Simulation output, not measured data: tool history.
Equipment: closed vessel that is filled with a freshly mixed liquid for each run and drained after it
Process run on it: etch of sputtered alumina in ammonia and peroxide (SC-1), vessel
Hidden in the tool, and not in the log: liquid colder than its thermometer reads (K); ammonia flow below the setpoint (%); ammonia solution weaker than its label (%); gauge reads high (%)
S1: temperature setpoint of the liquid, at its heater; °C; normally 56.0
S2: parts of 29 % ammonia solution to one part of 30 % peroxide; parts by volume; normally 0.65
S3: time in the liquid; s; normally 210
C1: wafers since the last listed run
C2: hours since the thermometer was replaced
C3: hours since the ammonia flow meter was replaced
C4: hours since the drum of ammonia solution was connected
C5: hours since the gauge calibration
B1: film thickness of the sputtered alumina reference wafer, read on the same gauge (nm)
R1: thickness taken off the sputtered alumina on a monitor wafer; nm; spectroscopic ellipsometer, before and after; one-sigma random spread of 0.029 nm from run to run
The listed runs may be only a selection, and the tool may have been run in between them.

run	hour	S1	S2	S3	C1	C2	C3	C4	C5	B1	R1
1	0.0	56.0	0.65	155	0	1021.0	435.7	9.9	650.1	50.00	8.89
2	39.5	56.0	0.65	155	3723	1060.5	475.2	49.4	689.6	49.99	8.88
3	78.9	56.0	0.65	210	3714	1099.9	514.6	88.8	729.0	50.01	12.08
4	148.4	56.0	0.65	210	6551	1169.4	584.1	158.3	798.5	49.98	12.00
5	215.2	56.0	0.65	210	6297	1236.2	650.9	225.1	865.3	49.97	11.92
6	265.2	56.0	0.65	210	4713	1286.2	700.9	275.1	915.3	50.00	11.95
7	318.2	56.0	0.65	210	4996	1339.2	753.9	328.1	968.3	50.04	11.92
8	346.5	50.5	0.65	210	2667	1367.5	782.2	356.4	996.6	50.02	8.80
9	387.0	51.5	0.75	135	3818	1408.0	822.7	396.9	1037.1	50.00	6.11
# hour 431.3: new drum of ammonia solution connected
10	433.8	56.0	0.65	210	4317	1454.8	869.5	2.5	1083.9	50.02	12.02
11	500.1	56.0	0.65	210	6250	1521.1	935.8	68.8	1150.2	49.98	12.02
12	687.2	59.0	0.40	210	17638	1708.2	1122.9	255.9	1337.3	49.99	13.33
# hour 697.1: thermometer replaced
# hour 699.2: gauge calibrated
13	733.6	56.0	0.85	210	4279	36.5	1169.3	302.3	34.4	50.00	12.20
14	796.2	56.0	0.65	120	5901	99.1	1231.9	364.9	97.0	50.01	6.76

What does the tool deliver on the next run?
15	858.3	48.0	0.40	125	5854	161.2	1294.0	427.0	159.1	?	?

B1: 50.00
R1: 4.36 nm
With no hidden state in the tool, this same run would have given R1 4.46 nm.

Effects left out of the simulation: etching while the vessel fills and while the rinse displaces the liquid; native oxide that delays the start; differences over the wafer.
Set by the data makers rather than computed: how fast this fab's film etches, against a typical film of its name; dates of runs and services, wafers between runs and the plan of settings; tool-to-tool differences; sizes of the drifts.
